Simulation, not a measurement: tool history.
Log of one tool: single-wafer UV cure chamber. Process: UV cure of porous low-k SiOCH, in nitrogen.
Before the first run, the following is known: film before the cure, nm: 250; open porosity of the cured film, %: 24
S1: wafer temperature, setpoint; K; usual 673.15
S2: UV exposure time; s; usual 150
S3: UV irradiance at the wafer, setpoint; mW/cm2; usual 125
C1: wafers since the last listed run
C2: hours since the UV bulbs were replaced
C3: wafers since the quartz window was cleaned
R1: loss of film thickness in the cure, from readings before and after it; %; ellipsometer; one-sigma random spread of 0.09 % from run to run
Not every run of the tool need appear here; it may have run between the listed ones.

run,day,S1,S2,S3,C1,C2,C3,R1
1,0,667.15,150,125,0,671.2,3146,9.723
2,1.088,667.15,150,125,210,697.3,3357,9.71
3,1.642,673.15,150,125,107,710.6,3464,9.75
4,1.896,663.15,150,125,49,716.7,3513,9.609
5,2.579,673.15,80,125,132,733.1,3645,7.286
6,3.108,673.15,80,125,102,745.8,3747,7.006
7,3.754,673.15,175,125,124,761.3,3872,10.374
# day 4.412: quartz window cleaned
8,4.433,673.15,150,125,66,777.6,4,9.776
9,5.667,673.15,150,125,238,807.2,242,9.534
10,6.35,673.15,150,125,132,823.6,374,9.498
11,7.029,673.15,180,125,131,839.9,505,10.235
12,7.512,673.15,180,125,93,851.5,599,10.255
13,7.767,673.15,185,151,49,857.6,648,11.195
14,8.429,684.15,80,125,128,873.5,776,7.101
15,9.142,654.15,90,125,137,890.6,914,7.008
16,9.879,673.15,150,96,142,908.3,1056,8.377
# day 10.454: UV bulbs replaced
17,10.475,657.15,150,92,50,0.5,1107,9.526
18,10.967,673.15,195,125,95,12.3,1202,11.99
19,11.542,673.15,175,125,111,26.1,1313,11.714
20,12.017,688.15,215,91,91,37.5,1405,11.343
21,12.325,663.15,120,108,59,44.9,1465,9.222

The next listed run, before its measurement:
22,13.004,673.15,150,125,131,61.2,1596,?

{"run 22": {"R1": 10.655}}
Without the tool's hidden state the same run would have given R1 10.837 %.

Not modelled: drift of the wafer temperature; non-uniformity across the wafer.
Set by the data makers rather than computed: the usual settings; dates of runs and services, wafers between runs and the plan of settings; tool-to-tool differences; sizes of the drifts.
